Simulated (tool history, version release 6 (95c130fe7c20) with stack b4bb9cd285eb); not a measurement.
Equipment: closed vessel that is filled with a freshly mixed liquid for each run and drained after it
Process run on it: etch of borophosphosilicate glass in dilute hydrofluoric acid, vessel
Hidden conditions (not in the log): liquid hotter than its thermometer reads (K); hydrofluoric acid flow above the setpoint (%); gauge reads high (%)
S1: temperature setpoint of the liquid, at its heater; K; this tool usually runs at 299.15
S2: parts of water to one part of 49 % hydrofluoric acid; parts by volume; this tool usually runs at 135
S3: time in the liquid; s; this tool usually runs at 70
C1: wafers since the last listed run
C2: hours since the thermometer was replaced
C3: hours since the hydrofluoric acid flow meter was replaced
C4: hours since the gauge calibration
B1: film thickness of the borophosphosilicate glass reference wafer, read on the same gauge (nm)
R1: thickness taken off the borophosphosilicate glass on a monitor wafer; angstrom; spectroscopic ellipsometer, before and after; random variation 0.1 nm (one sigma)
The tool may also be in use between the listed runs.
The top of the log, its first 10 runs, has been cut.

{"day": 5.533, "done": "gauge calibrated"}
{"run": 11, "day": 5.65, "S1": 299.15, "S2": 135, "S3": 95, "C1": 2401, "C2": 57.8, "C3": 55.1, "C4": 2.8, "B1": 130.03, "R1": 286.7}
{"run": 12, "day": 6.154, "S1": 299.15, "S2": 135, "S3": 95, "C1": 1632, "C2": 69.9, "C3": 67.2, "C4": 14.9, "B1": 130.01, "R1": 287.5}
{"run": 13, "day": 6.583, "S1": 299.15, "S2": 135, "S3": 105, "C1": 1389, "C2": 80.2, "C3": 77.5, "C4": 25.2, "B1": 130, "R1": 318.5}
{"run": 14, "day": 6.879, "S1": 299.15, "S2": 135, "S3": 70, "C1": 957, "C2": 87.3, "C3": 84.6, "C4": 32.3, "B1": 129.97, "R1": 211.6}
{"run": 15, "day": 7.608, "S1": 299.15, "S2": 135, "S3": 70, "C1": 2361, "C2": 104.8, "C3": 102.1, "C4": 49.8, "B1": 129.99, "R1": 211.7}
{"run": 16, "day": 7.954, "S1": 303.65, "S2": 135, "S3": 100, "C1": 1119, "C2": 113.1, "C3": 110.4, "C4": 58.1, "B1": 130, "R1": 361.2}
{"run": 17, "day": 8.65, "S1": 296.15, "S2": 95, "S3": 70, "C1": 2253, "C2": 129.8, "C3": 127.1, "C4": 74.8, "B1": 129.99, "R1": 283.5}
{"run": 18, "day": 9.212, "S1": 297.65, "S2": 170, "S3": 95, "C1": 1821, "C2": 143.3, "C3": 140.6, "C4": 88.3, "B1": 130.01, "R1": 207.8}
{"run": 19, "day": 9.579, "S1": 299.15, "S2": 190, "S3": 50, "C1": 1187, "C2": 152.1, "C3": 149.4, "C4": 97.1, "B1": 130, "R1": 101.4}
{"run": 20, "day": 10.096, "S1": 299.15, "S2": 135, "S3": 70, "C1": 1673, "C2": 164.5, "C3": 161.8, "C4": 109.5, "B1": 129.99, "R1": 212.2}
{"run": 21, "day": 10.392, "S1": 299.15, "S2": 135, "S3": 70, "C1": 957, "C2": 171.6, "C3": 168.9, "C4": 116.6, "B1": 130.01, "R1": 212}
{"run": 22, "day": 10.958, "S1": 299.15, "S2": 185, "S3": 70, "C1": 1834, "C2": 185.2, "C3": 182.5, "C4": 130.2, "B1": 129.99, "R1": 146.9}
{"run": 23, "day": 11.329, "S1": 299.15, "S2": 185, "S3": 105, "C1": 1200, "C2": 194.1, "C3": 191.4, "C4": 139.1, "B1": 130.03, "R1": 220}
{"run": 24, "day": 11.912, "S1": 302.15, "S2": 110, "S3": 70, "C1": 1888, "C2": 208.1, "C3": 205.4, "C4": 153.1, "B1": 130.01, "R1": 304}
{"run": 25, "day": 12.638, "S1": 302.65, "S2": 105, "S3": 40, "C1": 2347, "C2": 225.5, "C3": 222.8, "C4": 170.5, "B1": 130.03, "R1": 186.6}
{"run": 26, "day": 13.125, "S1": 299.15, "S2": 115, "S3": 50, "C1": 1578, "C2": 237.2, "C3": 234.5, "C4": 182.2, "B1": 130.02, "R1": 183.2}
{"run": 27, "day": 13.5, "S1": 296.65, "S2": 135, "S3": 95, "C1": 1214, "C2": 246.2, "C3": 243.5, "C4": 191.2, "B1": 129.98, "R1": 264.5}
{"run": 28, "day": 13.967, "S1": 295.15, "S2": 135, "S3": 35, "C1": 1511, "C2": 257.4, "C3": 254.7, "C4": 202.4, "B1": 129.99, "R1": 90.9}
{"run": 29, "day": 14.283, "S1": 299.15, "S2": 135, "S3": 70, "C1": 1025, "C2": 265, "C3": 262.3, "C4": 210, "B1": 130.01, "R1": 215.2}
{"run": 30, "day": 14.917, "S1": 297.65, "S2": 135, "S3": 70, "C1": 2050, "C2": 280.2, "C3": 277.5, "C4": 225.2, "B1": 130, "R1": 202.6}
{"run": 31, "day": 15.538, "S1": 299.15, "S2": 135, "S3": 70, "C1": 2010, "C2": 295.1, "C3": 292.4, "C4": 240.1, "B1": 130.02, "R1": 216.1}

5 ways to go on from here, each from the tool as it stands after run 31. What would each give?
{"run": "A", "day": 15.567, "S1": 299.15, "S2": 135, "S3": 70, "C1": 94, "C2": 295.8, "C3": 293.1, "C4": 240.8, "B1": "?", "R1": "?"}
{"run": "B", "day": 15.567, "S1": 299.15, "S2": 85, "S3": 70, "C1": 94, "C2": 295.8, "C3": 293.1, "C4": 240.8, "B1": "?", "R1": "?"}
{"run": "C", "day": 15.567, "S1": 302.15, "S2": 135, "S3": 50, "C1": 94, "C2": 295.8, "C3": 293.1, "C4": 240.8, "B1": "?", "R1": "?"}
{"run": "D", "day": 15.567, "S1": 295.15, "S2": 115, "S3": 70, "C1": 94, "C2": 295.8, "C3": 293.1, "C4": 240.8, "B1": "?", "R1": "?"}
{"run": "E", "day": 15.567, "S1": 299.15, "S2": 80, "S3": 70, "C1": 94, "C2": 295.8, "C3": 293.1, "C4": 240.8, "B1": "?", "R1": "?"}

run=A B1=129.99 R1=214.8
run=B B1=129.99 R1=363
run=C B1=129.99 R1=171.7
run=D B1=129.99 R1=220.8
run=E B1=129.99 R1=388.2
What these runs would have given with no unlogged condition in the tool:
run=A R1=208.6
run=B R1=353
run=C R1=166.7
run=D R1=214.6
run=E R1=377.6
